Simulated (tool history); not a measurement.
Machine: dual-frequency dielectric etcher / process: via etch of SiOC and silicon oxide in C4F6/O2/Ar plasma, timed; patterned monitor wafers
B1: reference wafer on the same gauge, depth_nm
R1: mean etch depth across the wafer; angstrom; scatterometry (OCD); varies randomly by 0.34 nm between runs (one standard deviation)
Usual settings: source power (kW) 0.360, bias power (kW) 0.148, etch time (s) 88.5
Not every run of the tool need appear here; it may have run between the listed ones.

Run 1, hour 0.0: usual settings but etch time (s) 80.5; B1 104.6. Result: R1 852 angstrom.
Run 2, hour 105.3: usual settings; B1 104.8. Result: R1 937 angstrom.
Run 3, hour 187.2: usual settings but bias power (kW) 0.131; B1 104.8. Result: R1 901 angstrom.
Run 4, hour 260.4: usual settings; B1 104.9. Result: R1 935 angstrom.
At hour 293.9: source power generator calibrated.
Run 5, hour 364.7: usual settings; B1 105.1. Result: R1 936 angstrom.
Run 6, hour 415.5: usual settings; B1 105.2. Result: R1 933 angstrom.
Run 7, hour 497.9: usual settings; B1 105.3. Result: R1 935 angstrom.
At hour 641.1: wet clean of the chamber.
Run 8, hour 681.7: usual settings; B1 105.6. Result: R1 941 angstrom.
At hour 723.2: gauge calibrated.
Run 9, hour 744.5: usual settings; B1 101.7. Result: R1 903 angstrom.
Run 10, hour 829.3: usual settings; B1 101.8. Result: R1 900 angstrom.
At hour 876.3: bias power generator calibrated.
Run 11, hour 895.3: usual settings but source power (kW) 0.340, bias power (kW) 0.124; B1 101.9. Result: R1 843 angstrom.
Run 12, hour 991.5: usual settings but source power (kW) 0.410, bias power (kW) 0.137, etch time (s) 66.0; B1 101.9. Result: R1 695 angstrom.
Run 13, hour 1038.2: usual settings; B1 102.0. Result: R1 918 angstrom.
Run 14, hour 1086.4: usual settings but source power (kW) 0.440, etch time (s) 75.5; B1 102.2. Result: R1 831 angstrom.
Run 15, hour 1144.5: usual settings but source power (kW) 0.440, bias power (kW) 0.183, etch time (s) 77.0; B1 102.2. Result: R1 914 angstrom.
Run 16, hour 1207.3: usual settings but etch time (s) 99.5; B1 102.4. Result: R1 1021 angstrom.
At hour 1313.3: wet clean of the chamber.
Run 17, hour 1313.8: usual settings; B1 102.5. Result: R1 914 angstrom.
At hour 1406.3: upper electrode replaced.
Run 18, hour 1406.8: usual settings but source power (kW) 0.290, bias power (kW) 0.180, etch time (s) 68.5; B1 102.6. Result: R1 698 angstrom.
Run 19, hour 1466.0: usual settings but source power (kW) 0.440, etch time (s) 79.0; B1 102.7. Result: R1 886 angstrom.
Run 20, hour 1559.6: usual settings but bias power (kW) 0.161; B1 103.0. Result: R1 951 angstrom.
Run 21, hour 1707.5: usual settings but bias power (kW) 0.133; B1 103.1. Result: R1 888 angstrom.
Run 22, hour 1757.1: usual settings; B1 103.1. Result: R1 916 angstrom.
Run 23, hour 1819.5: usual settings but source power (kW) 0.330, bias power (kW) 0.138, etch time (s) 110.5; B1 103.2. Result: R1 1085 angstrom.
At hour 1958.8: wet clean of the chamber.
Run 24, hour 2064.8: usual settings but source power (kW) 0.430, bias power (kW) 0.158; B1 103.5. Result: R1 1006 angstrom.
Run 25, hour 2109.3: usual settings but bias power (kW) 0.119; B1 103.6. Result: R1 869 angstrom.
Run 26, hour 2181.4: usual settings but source power (kW) 0.310, etch time (s) 82.0; B1 103.7. Result: R1 817 angstrom.
Run 27, hour 2245.6: usual settings; B1 103.8. Result: R1 924 angstrom.
Run 28, hour 2300.1: usual settings but source power (kW) 0.380, bias power (kW) 0.117, etch time (s) 98.0; B1 103.8. Result: R1 975 angstrom.
Run 29, hour 2354.9: usual settings but source power (kW) 0.420, bias power (kW) 0.135, etch time (s) 113.5; B1 103.9. Result: R1 1227 angstrom.
Run 30, hour 2437.1: usual settings; B1 104.1. Result: R1 931 angstrom.

Consider 3 possible next runs. They are alternatives, not a sequence: every one starts from the tool as it was left by run 30. What does each give?
Run A, hour 2437.5: usual settings; B1 ?. Result: R1 ?.
Run B, hour 2437.5: usual settings but source power (kW) 0.300, bias power (kW) 0.112; B1 ?. Result: R1 ?.
Run C, hour 2437.5: usual settings but source power (kW) 0.410, bias power (kW) 0.177; B1 ?. Result: R1 ?.

run     B1    R1
  A  104.1   928
  B  104.1   797
  C  104.1  1030
With the hidden condition removed and each run's random variation left untouched, the same runs would have given:
run    R1
  A   906
  B   779
  C  1006

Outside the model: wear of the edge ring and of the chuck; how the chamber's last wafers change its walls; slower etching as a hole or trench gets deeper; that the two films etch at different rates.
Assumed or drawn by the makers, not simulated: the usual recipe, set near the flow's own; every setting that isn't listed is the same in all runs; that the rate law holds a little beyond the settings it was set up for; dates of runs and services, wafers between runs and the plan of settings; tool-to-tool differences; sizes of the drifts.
